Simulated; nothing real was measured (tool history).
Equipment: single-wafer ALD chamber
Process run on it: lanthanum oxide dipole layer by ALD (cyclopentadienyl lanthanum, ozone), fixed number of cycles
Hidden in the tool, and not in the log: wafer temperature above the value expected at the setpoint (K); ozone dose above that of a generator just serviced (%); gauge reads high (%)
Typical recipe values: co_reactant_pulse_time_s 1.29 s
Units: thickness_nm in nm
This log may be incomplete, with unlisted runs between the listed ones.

| run | day | co_reactant_pulse_time_s | wafers since the last listed run | hours since the last thermocouple change | hours since the last ozone generator service | hours since the showerhead was replaced | hours since the gauge calibration | read-back reference wafer on the same gauge, thickness_nm | thickness_nm |
|---|---|---|---|---|---|---|---|---|---|
| 1 | 0 | 1.29 | 0 | 2339 | 705.1 | 3512.4 | 228.7 | 0.481 | 0.462 |
| 2 | 0.362 | 1.29 | 101 | 2347.7 | 713.8 | 3521.1 | 237.4 | 0.482 | 0.461 |
| 3 | 0.879 | 1.29 | 145 | 2360.1 | 726.2 | 3533.5 | 249.8 | 0.481 | 0.461 |
| 4 | 1.592 | 1.07 | 200 | 2377.2 | 743.3 | 3550.6 | 266.9 | 0.481 | 0.437 |
| 5 | 1.975 | 1.07 | 107 | 2386.4 | 752.5 | 3559.8 | 276.1 | 0.481 | 0.439 |
| 6 | 2.696 | 1.07 | 202 | 2403.7 | 769.8 | 3577.1 | 293.4 | 0.481 | 0.439 |
| 7 | 2.971 | 1.5 | 77 | 2410.3 | 776.4 | 3583.7 | 300 | 0.482 | 0.478 |
| 8 | 3.667 | 1.5 | 195 | 2427 | 793.1 | 3600.4 | 316.7 | 0.481 | 0.477 |
| 9 | 4.288 | 1 | 174 | 2441.9 | 808 | 3615.3 | 331.6 | 0.481 | 0.431 |
| 10 | 4.592 | 1 | 85 | 2449.2 | 815.3 | 3622.6 | 338.9 | 0.481 | 0.428 |
|  | 4.792 | gauge calibrated |
| 11 | 5.029 | 1 | 122 | 2459.7 | 825.8 | 3633.1 | 5.7 | 0.481 | 0.43 |
|  | 5.738 | showerhead replaced |
| 12 | 5.758 | 1.29 | 111 | 2477.2 | 843.3 | 0.5 | 23.2 | 0.481 | 0.461 |
| 13 | 5.975 | 1.29 | 60 | 2482.4 | 848.5 | 5.7 | 28.4 | 0.481 | 0.462 |
| 14 | 6.662 | 1.29 | 193 | 2498.9 | 865 | 22.2 | 44.9 | 0.481 | 0.459 |
|  | 7.317 | ozone generator serviced |
| 15 | 7.338 | 1.46 | 96 | 2515.1 | 0.5 | 38.4 | 61.1 | 0.481 | 0.514 |
| 16 | 7.621 | 1.29 | 79 | 2521.9 | 7.3 | 45.2 | 67.9 | 0.481 | 0.502 |
|  | 8.204 | thermocouple changed; heater temperature recalibrated |
| 17 | 8.225 | 1.45 | 76 | 0.5 | 21.8 | 59.7 | 82.4 | 0.481 | 0.512 |
| 18 | 8.417 | 1.29 | 53 | 5.1 | 26.4 | 64.3 | 87 | 0.481 | 0.5 |
| 19 | 8.812 | 1.53 | 111 | 14.6 | 35.9 | 73.8 | 96.5 | 0.481 | 0.512 |
| 20 | 9.412 | 1.03 | 168 | 29 | 50.3 | 88.2 | 110.9 | 0.481 | 0.478 |
| 21 | 10.004 | 0.81 | 166 | 43.2 | 64.5 | 102.4 | 125.1 | 0.481 | 0.45 |
| 22 | 10.55 | 1.58 | 153 | 56.3 | 77.6 | 115.5 | 138.2 | 0.481 | 0.514 |
| 23 | 11.008 | 1.75 | 128 | 67.3 | 88.6 | 126.5 | 149.2 | 0.481 | 0.519 |
| 24 | 11.4 | 1.78 | 110 | 76.7 | 98 | 135.9 | 158.6 | 0.481 | 0.519 |
| 25 | 11.779 | 1.76 | 106 | 85.8 | 107.1 | 145 | 167.7 | 0.481 | 0.518 |
| 26 | 12.208 | 1.16 | 120 | 96.1 | 117.4 | 155.3 | 178 | 0.481 | 0.483 |
| 27 | 13.908 | 1.72 | 477 | 136.9 | 158.2 | 196.1 | 218.8 | 0.481 | 0.513 |

Here are 3 independent what-if runs from the current tool condition. What would each one return?
| A | 13.925 | 1.29 | 4 | 137.3 | 158.6 | 196.5 | 219.2 | ? | ? |
| B | 13.925 | 1.51 | 4 | 137.3 | 158.6 | 196.5 | 219.2 | ? | ? |
| C | 13.925 | 1.15 | 4 | 137.3 | 158.6 | 196.5 | 219.2 | ? | ? |

| run | read-back reference wafer on the same gauge, thickness_nm | thickness_nm |
|---|---|---|
| A | 0.481 | 0.489 |
| B | 0.481 | 0.503 |
| C | 0.481 | 0.478 |
With the hidden condition removed and each run's random variation left untouched, the same runs would have given:
| run | thickness_nm |
|---|---|
| A | 0.506 |
| B | 0.517 |
| C | 0.496 |

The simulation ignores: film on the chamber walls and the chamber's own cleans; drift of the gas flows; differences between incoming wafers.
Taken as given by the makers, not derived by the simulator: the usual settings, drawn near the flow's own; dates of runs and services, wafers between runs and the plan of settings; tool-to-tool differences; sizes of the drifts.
